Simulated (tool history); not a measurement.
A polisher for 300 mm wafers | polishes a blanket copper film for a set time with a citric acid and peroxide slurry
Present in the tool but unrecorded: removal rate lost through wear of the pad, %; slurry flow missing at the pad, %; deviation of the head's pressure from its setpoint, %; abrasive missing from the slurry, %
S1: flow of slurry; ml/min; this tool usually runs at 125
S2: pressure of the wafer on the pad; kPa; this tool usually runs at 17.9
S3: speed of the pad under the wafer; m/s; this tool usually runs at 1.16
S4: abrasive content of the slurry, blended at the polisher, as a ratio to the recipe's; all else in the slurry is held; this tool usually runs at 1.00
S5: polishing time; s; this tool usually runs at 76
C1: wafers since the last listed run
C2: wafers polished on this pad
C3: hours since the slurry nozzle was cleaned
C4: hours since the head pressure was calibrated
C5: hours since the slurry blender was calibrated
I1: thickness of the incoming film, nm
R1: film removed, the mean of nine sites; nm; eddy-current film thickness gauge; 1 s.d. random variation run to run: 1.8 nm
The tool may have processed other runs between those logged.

run	hour	S1	S2	S3	S4	S5	C1	C2	C3	C4	C5	I1	R1
1	0.0	125	17.9	1.16	1.00	76	0	1614	183.4	912.6	51.6	1078.5	175.0
2	71.4	125	17.9	1.16	1.00	76	801	2415	254.8	984.0	123.0	1103.1	170.3
3	119.9	125	17.9	1.16	1.00	76	544	2960	303.3	1032.5	171.5	1089.2	166.2
# hour 160.1: slurry nozzle cleaned
4	160.6	125	17.9	1.16	1.00	76	445	3405	0.5	1073.2	212.2	1104.2	164.6
# hour 183.3: worn pad replaced by a new one
# hour 192.6: head pressure recalibrated
5	248.0	125	17.9	1.16	1.00	76	913	704	87.9	55.4	299.6	1083.7	197.2
6	331.6	125	17.9	1.16	1.00	76	938	1642	171.5	139.0	383.2	1109.7	189.4
# hour 404.4: slurry blender recalibrated
7	419.3	115	17.9	1.16	1.00	76	962	2605	259.2	226.7	14.9	1087.8	179.3
8	485.0	125	17.9	1.16	1.00	76	737	3342	324.9	292.4	80.6	1102.9	174.6
# hour 498.3: worn pad replaced by a new one
# hour 520.6: slurry nozzle cleaned
9	558.9	105	17.9	1.16	0.90	76	773	669	38.3	366.3	154.5	1095.4	174.9
10	628.5	125	17.9	1.16	1.00	93	781	1450	107.9	435.9	224.1	1087.3	226.2
11	728.5	125	17.9	1.16	1.00	93	1122	2573	207.9	535.9	324.1	1073.8	217.7
12	789.6	125	13.1	1.52	1.20	96	686	3259	269.0	597.0	385.2	1087.9	212.4
# hour 831.6: worn pad replaced by a new one
13	848.6	125	17.9	1.16	1.00	76	617	191	328.0	656.0	444.2	1075.0	185.3
# hour 859.6: slurry nozzle cleaned
# hour 874.1: slurry blender recalibrated
14	937.7	125	17.9	1.16	1.00	76	966	1158	78.1	745.1	63.6	1108.2	178.6
15	1007.3	125	17.9	1.16	1.15	76	781	1939	147.7	814.7	133.2	1070.6	182.1
16	1062.7	125	17.9	1.16	0.80	98	622	2561	203.1	870.1	188.6	1072.9	208.9
17	1115.6	125	14.5	0.90	1.00	76	593	3155	256.0	923.0	241.5	1091.1	106.8
18	1163.7	105	17.9	1.16	0.90	76	540	3695	304.1	971.1	289.6	1107.1	149.4
# hour 1178.6: worn pad replaced by a new one
# hour 1197.6: slurry nozzle cleaned
19	1220.9	125	17.9	1.32	0.85	102	586	463	23.3	1028.3	346.8	1081.1	256.3
# hour 1231.9: head pressure recalibrated
20	1263.8	125	17.9	0.84	1.15	76	459	923	66.2	31.9	389.7	1096.4	148.5
21	1338.5	125	17.9	1.16	1.00	76	838	1761	140.9	106.6	464.4	1076.2	187.5
# hour 1377.2: slurry blender recalibrated
22	1398.0	125	17.9	1.30	0.80	51	645	2407	200.4	166.1	20.8	1080.1	127.2
# hour 1451.5: worn pad replaced by a new one
# hour 1523.2: slurry nozzle cleaned
23	1600.3	165	22.8	1.16	1.25	55	2215	1659	77.1	368.4	223.1	1089.2	189.3

Consider 4 possible next runs. They are alternatives, not a sequence: every one starts from the tool as it was left by run 23. What does each give?
A	1600.8	125	17.9	1.16	1.10	76	5	1665	77.6	368.9	223.6	1094.5	?
B	1600.8	125	11.7	1.16	1.00	76	5	1665	77.6	368.9	223.6	1094.5	?
C	1600.8	125	23.4	1.38	1.00	76	5	1665	77.6	368.9	223.6	1094.5	?
D	1600.8	125	17.9	1.16	1.15	63	5	1665	77.6	368.9	223.6	1094.5	?

run	R1
A	186.8
B	120.6
C	280.5
D	156.7
The same runs, with their run-to-run variation unchanged, on a tool lacking any hidden condition would have given:
run	R1
A	202.3
B	130.5
C	304.0
D	169.7
